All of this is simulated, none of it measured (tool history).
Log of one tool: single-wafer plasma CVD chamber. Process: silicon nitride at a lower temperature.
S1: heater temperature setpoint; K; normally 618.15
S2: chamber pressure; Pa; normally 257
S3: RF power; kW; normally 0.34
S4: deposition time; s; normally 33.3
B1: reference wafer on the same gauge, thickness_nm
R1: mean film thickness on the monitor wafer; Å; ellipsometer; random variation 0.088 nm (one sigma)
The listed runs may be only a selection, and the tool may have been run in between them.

{"run": 1, "hour": 0.0, "S1": 618.15, "S2": 257, "S3": 0.34, "S4": 33.3, "B1": 43.304, "R1": 418.39}
{"run": 2, "hour": 3.2, "S1": 608.15, "S2": 289, "S3": 0.34, "S4": 33.3, "B1": 43.289, "R1": 426.11}
{"run": 3, "hour": 21.4, "S1": 608.15, "S2": 289, "S3": 0.34, "S4": 33.3, "B1": 43.284, "R1": 426.07}
{"run": 4, "hour": 55.7, "S1": 608.15, "S2": 289, "S3": 0.34, "S4": 33.3, "B1": 43.321, "R1": 427.92}
{"run": 5, "hour": 68.0, "S1": 618.15, "S2": 257, "S3": 0.34, "S4": 33.3, "B1": 43.304, "R1": 417.68}
{"run": 6, "hour": 90.3, "S1": 618.15, "S2": 257, "S3": 0.34, "S4": 33.3, "B1": 43.312, "R1": 433.94}
{"run": 7, "hour": 110.4, "S1": 618.15, "S2": 257, "S3": 0.34, "S4": 33.3, "B1": 43.278, "R1": 431.77}
{"run": 8, "hour": 140.9, "S1": 622.15, "S2": 257, "S3": 0.375, "S4": 31.1, "B1": 43.277, "R1": 422.39}
{"run": 9, "hour": 156.4, "S1": 618.15, "S2": 224, "S3": 0.34, "S4": 38.1, "B1": 43.312, "R1": 487.14}
{"run": 10, "hour": 188.9, "S1": 625.15, "S2": 224, "S3": 0.34, "S4": 33.3, "B1": 43.3, "R1": 422.43}
{"run": 11, "hour": 215.0, "S1": 618.15, "S2": 257, "S3": 0.34, "S4": 33.3, "B1": 43.309, "R1": 434.18}
{"run": 12, "hour": 298.5, "S1": 627.15, "S2": 257, "S3": 0.34, "S4": 37.2, "B1": 43.291, "R1": 481.31}
{"run": 13, "hour": 313.7, "S1": 618.15, "S2": 277, "S3": 0.34, "S4": 33.3, "B1": 43.296, "R1": 435.71}
{"run": 14, "hour": 336.8, "S1": 624.15, "S2": 276, "S3": 0.36, "S4": 31.3, "B1": 43.287, "R1": 417.91}
{"run": 15, "hour": 352.6, "S1": 629.15, "S2": 315, "S3": 0.36, "S4": 33.3, "B1": 43.327, "R1": 453.44}
{"run": 16, "hour": 376.9, "S1": 618.15, "S2": 257, "S3": 0.34, "S4": 33.3, "B1": 43.276, "R1": 431.09}
{"run": 17, "hour": 389.8, "S1": 618.15, "S2": 257, "S3": 0.34, "S4": 33.3, "B1": 43.302, "R1": 432.21}
{"run": 18, "hour": 402.9, "S1": 618.15, "S2": 228, "S3": 0.375, "S4": 39.9, "B1": 43.295, "R1": 531.23}
{"run": 19, "hour": 421.8, "S1": 611.15, "S2": 201, "S3": 0.365, "S4": 31.2, "B1": 43.303, "R1": 405.92}
{"run": 20, "hour": 505.2, "S1": 603.15, "S2": 257, "S3": 0.34, "S4": 36.9, "B1": 43.314, "R1": 479.39}
{"run": 21, "hour": 537.9, "S1": 607.15, "S2": 257, "S3": 0.34, "S4": 29.9, "B1": 43.307, "R1": 387.45}
{"run": 22, "hour": 552.2, "S1": 618.15, "S2": 257, "S3": 0.34, "S4": 36, "B1": 43.294, "R1": 464.72}
{"run": 23, "hour": 584.4, "S1": 618.15, "S2": 271, "S3": 0.34, "S4": 33.3, "B1": 43.305, "R1": 433.62}
{"run": 24, "hour": 612.0, "S1": 618.15, "S2": 257, "S3": 0.34, "S4": 33.3, "B1": 43.303, "R1": 430.42}
{"run": 25, "hour": 636.4, "S1": 618.15, "S2": 257, "S3": 0.34, "S4": 33.3, "B1": 43.312, "R1": 429.65}
{"run": 26, "hour": 667.7, "S1": 618.15, "S2": 257, "S3": 0.34, "S4": 33.3, "B1": 43.303, "R1": 430.17}
{"run": 27, "hour": 689.9, "S1": 618.15, "S2": 257, "S3": 0.34, "S4": 33.3, "B1": 43.299, "R1": 428.75}
{"run": 28, "hour": 708.6, "S1": 623.15, "S2": 309, "S3": 0.365, "S4": 35.8, "B1": 43.297, "R1": 488.81}

Withheld: 2 entries from between the runs. Position of each, and hidden state at the listed run before versus the listed run after:
Run 5 -> run 6: RF generator calibrated, repeated, since the last time left the tool worse (hour 76.4)
  delivered RF power above the setpoint (%): -8.12 -> -1.36
  measured result minus the result with no hidden state, R1: -17.29 -> -2.83 Å
Run 15 -> run 16: gauge calibrated (hour 365.8)
  delivered RF power above the setpoint (%): -2.08 -> -2.15
  measured result minus the result with no hidden state, R1: -4.53 -> -4.45 Å
